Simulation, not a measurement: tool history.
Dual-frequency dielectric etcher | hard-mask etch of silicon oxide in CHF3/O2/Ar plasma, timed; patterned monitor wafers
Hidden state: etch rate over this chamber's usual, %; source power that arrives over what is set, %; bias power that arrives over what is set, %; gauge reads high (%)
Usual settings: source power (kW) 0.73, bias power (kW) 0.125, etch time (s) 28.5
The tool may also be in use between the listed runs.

run,hour,source power (kW),bias power (kW),etch time (s),wafers since the last listed run,hours since the last wet clean,hours since the last source power generator calibration,hours since the last bias power generator calibration,hours since the last upper electrode change,hours since the gauge calibration,"read-back reference wafer on the same gauge, depth_nm",mean etch depth across the wafer (angstrom)
1,0,0.73,0.125,28.5,0,207.9,1555.2,1130.4,4855.9,196,65.9,607
2,57.1,0.73,0.125,28.5,1029,265,1612.3,1187.5,4913,253.1,65.8,621
3,82,0.73,0.125,28.5,448,289.9,1637.2,1212.4,4937.9,278,65.7,616
4,140.1,0.73,0.125,28.5,1047,348,1695.3,1270.5,4996,336.1,65.7,617
5,185.8,0.73,0.125,28.5,823,393.7,1741,1316.2,5041.7,381.8,65.7,625
# hour 216.9: upper electrode replaced
6,226.2,0.73,0.125,28.5,295,434.1,1781.4,1356.6,9.3,422.2,65.8,626
# hour 235.3: source power generator calibrated
7,280.2,0.73,0.125,28.5,901,488.1,44.9,1410.6,63.3,476.2,65.8,627
8,304.7,0.79,0.125,28.5,441,512.6,69.4,1435.1,87.8,500.7,65.6,649
# hour 331.3: bias power generator calibrated
# hour 344.8: wet clean of the chamber
9,368.5,0.58,0.106,22,835,23.7,133.2,37.2,151.6,564.5,65.8,388
10,408,0.73,0.125,28.5,711,63.2,172.7,76.7,191.1,604,65.7,601
# hour 431.4: gauge calibrated
11,467.1,0.8,0.125,20,1065,122.3,231.8,135.8,250.2,35.7,65.8,442
12,500.6,0.73,0.147,28.5,603,155.8,265.3,169.3,283.7,69.2,65.7,644
13,570.5,0.73,0.125,34.5,1259,225.7,335.2,239.2,353.6,139.1,65.7,736
14,606.6,0.73,0.125,28.5,650,261.8,371.3,275.3,389.7,175.2,65.7,613

Measured less the same run without the tool's hidden state. The same run-to-run variation is in both; the gauge's scatter may not be:
run,mean etch depth across the wafer (angstrom)
1,+13
2,+17
3,+18
4,+21
5,+24
6,+27
7,+30
8,+32
9,+0
10,+3
11,+4
12,+9
13,+15
14,+14
